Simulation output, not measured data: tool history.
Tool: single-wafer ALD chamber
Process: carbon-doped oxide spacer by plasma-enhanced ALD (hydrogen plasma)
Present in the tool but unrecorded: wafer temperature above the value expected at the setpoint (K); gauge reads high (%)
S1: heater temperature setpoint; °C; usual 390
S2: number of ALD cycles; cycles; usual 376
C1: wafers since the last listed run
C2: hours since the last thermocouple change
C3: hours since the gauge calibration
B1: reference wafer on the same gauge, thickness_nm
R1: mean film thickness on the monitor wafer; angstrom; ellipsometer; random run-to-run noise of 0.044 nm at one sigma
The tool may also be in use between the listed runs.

Run 1, hour 0.0: usual settings but S2 396 cycles; C1 0; C2 1931.3; C3 65.9; B1 15.444. Result: R1 186.56 angstrom.
Run 2, hour 48.4: usual settings but S2 420 cycles; C1 65; C2 1979.7; C3 114.3; B1 15.441. Result: R1 198.14 angstrom.
Run 3, hour 117.1: usual settings but S1 396 °C; C1 93; C2 2048.4; C3 183.0; B1 15.496. Result: R1 178.16 angstrom.
Run 4, hour 144.5: usual settings but S1 396 °C; C1 37; C2 2075.8; C3 210.4; B1 15.507. Result: R1 176.58 angstrom.
Run 5, hour 210.5: usual settings but S2 401 cycles; C1 89; C2 2141.8; C3 276.4; B1 15.549. Result: R1 190.44 angstrom.
Run 6, hour 260.2: usual settings but S2 401 cycles; C1 67; C2 2191.5; C3 326.1; B1 15.551. Result: R1 189.78 angstrom.
Run 7, hour 307.8: usual settings; C1 64; C2 2239.1; C3 373.7; B1 15.560. Result: R1 178.24 angstrom.
Run 8, hour 362.7: usual settings; C1 74; C2 2294.0; C3 428.6; B1 15.595. Result: R1 179.01 angstrom.
Run 9, hour 431.6: usual settings; C1 93; C2 2362.9; C3 497.5; B1 15.592. Result: R1 178.53 angstrom.
Run 10, hour 462.2: usual settings but S2 327 cycles; C1 41; C2 2393.5; C3 528.1; B1 15.595. Result: R1 155.85 angstrom.
Run 11, hour 501.9: usual settings but S2 327 cycles; C1 53; C2 2433.2; C3 567.8; B1 15.604. Result: R1 155.83 angstrom.
Run 12, hour 638.5: usual settings but S2 327 cycles; C1 185; C2 2569.8; C3 704.4; B1 15.671. Result: R1 155.57 angstrom.
Run 13, hour 685.9: usual settings; C1 64; C2 2617.2; C3 751.8; B1 15.631. Result: R1 179.16 angstrom.
Run 14, hour 714.0: usual settings; C1 38; C2 2645.3; C3 779.9; B1 15.647. Result: R1 178.57 angstrom.
Run 15, hour 770.7: usual settings but S1 382 °C; C1 76; C2 2702.0; C3 836.6; B1 15.649. Result: R1 178.95 angstrom.
At hour 806.5: thermocouple changed; heater temperature recalibrated.
Run 16, hour 828.1: usual settings but S1 382 °C; C1 67; C2 21.6; C3 894.0; B1 15.654. Result: R1 179.11 angstrom.
Run 17, hour 864.2: usual settings; C1 48; C2 57.7; C3 930.1; B1 15.663. Result: R1 179.01 angstrom.
Run 18, hour 930.1: usual settings but S2 310 cycles; C1 89; C2 123.6; C3 996.0; B1 15.666. Result: R1 148.47 angstrom.
Run 19, hour 956.0: usual settings but S1 403 °C, S2 342 cycles; C1 35; C2 149.5; C3 1021.9; B1 15.666. Result: R1 160.24 angstrom.
Run 20, hour 987.5: usual settings; C1 42; C2 181.0; C3 1053.4; B1 15.680. Result: R1 180.04 angstrom.
Run 21, hour 1024.6: usual settings; C1 50; C2 218.1; C3 1090.5; B1 15.665. Result: R1 179.45 angstrom.
Run 22, hour 1093.8: usual settings but S1 399 °C; C1 93; C2 287.3; C3 1159.7; B1 15.692. Result: R1 179.06 angstrom.
Run 23, hour 1134.9: usual settings but S1 397 °C, S2 421 cycles; C1 55; C2 328.4; C3 1200.8; B1 15.681. Result: R1 200.59 angstrom.
Run 24, hour 1191.3: usual settings but S1 386 °C, S2 430 cycles; C1 76; C2 384.8; C3 1257.2; B1 15.670. Result: R1 205.34 angstrom.
At hour 1231.1: gauge calibrated.
Run 25, hour 1261.2: usual settings; C1 94; C2 454.7; C3 30.1; B1 15.376. Result: R1 176.40 angstrom.
Run 26, hour 1299.3: usual settings; C1 51; C2 492.8; C3 68.2; B1 15.400. Result: R1 176.77 angstrom.
Run 27, hour 1331.9: usual settings but S1 404 °C, S2 357 cycles; C1 44; C2 525.4; C3 100.8; B1 15.425. Result: R1 164.54 angstrom.
Run 28, hour 1403.7: usual settings; C1 97; C2 597.2; C3 172.6; B1 15.465. Result: R1 176.71 angstrom.
Run 29, hour 1444.2: usual settings but S2 304 cycles; C1 54; C2 637.7; C3 213.1; B1 15.487. Result: R1 143.04 angstrom.
Run 30, hour 1515.9: usual settings but S1 384 °C, S2 441 cycles; C1 97; C2 709.4; C3 284.8; B1 15.512. Result: R1 207.98 angstrom.
Run 31, hour 1587.2: usual settings but S1 385 °C, S2 356 cycles; C1 96; C2 780.7; C3 356.1; B1 15.545. Result: R1 169.12 angstrom.
Run 32, hour 1611.2: usual settings but S1 386 °C, S2 430 cycles; C1 32; C2 804.7; C3 380.1; B1 15.544. Result: R1 204.14 angstrom.
Run 33, hour 1656.7: usual settings but S1 403 °C; C1 61; C2 850.2; C3 425.6; B1 15.572. Result: R1 175.72 angstrom.
Run 34, hour 1682.3: usual settings but S1 378 °C, S2 347 cycles; C1 34; C2 875.8; C3 451.2; B1 15.574. Result: R1 164.66 angstrom.

Each row is a separate what-if for the run after 34, all from the same tool condition, not one after another. Results?
Run A, hour 1683.3: usual settings; C1 1; C2 876.8; C3 452.2; B1 ?. Result: R1 ?.
Run B, hour 1683.3: usual settings but S1 397 °C; C1 1; C2 876.8; C3 452.2; B1 ?. Result: R1 ?.
Run C, hour 1683.3: usual settings but S1 397 °C, S2 353 cycles; C1 1; C2 876.8; C3 452.2; B1 ?. Result: R1 ?.
Run D, hour 1683.3: usual settings but S1 402 °C; C1 1; C2 876.8; C3 452.2; B1 ?. Result: R1 ?.
Run E, hour 1683.3: usual settings but S2 355 cycles; C1 1; C2 876.8; C3 452.2; B1 ?. Result: R1 ?.

run      B1      R1
  A  15.570  178.60
  B  15.570  178.60
  C  15.570  167.67
  D  15.570  176.63
  E  15.570  168.62
Without the tool's unlogged condition, the same runs would have read:
run      R1
  A  176.61
  B  176.61
  C  165.81
  D  174.66
  E  166.75
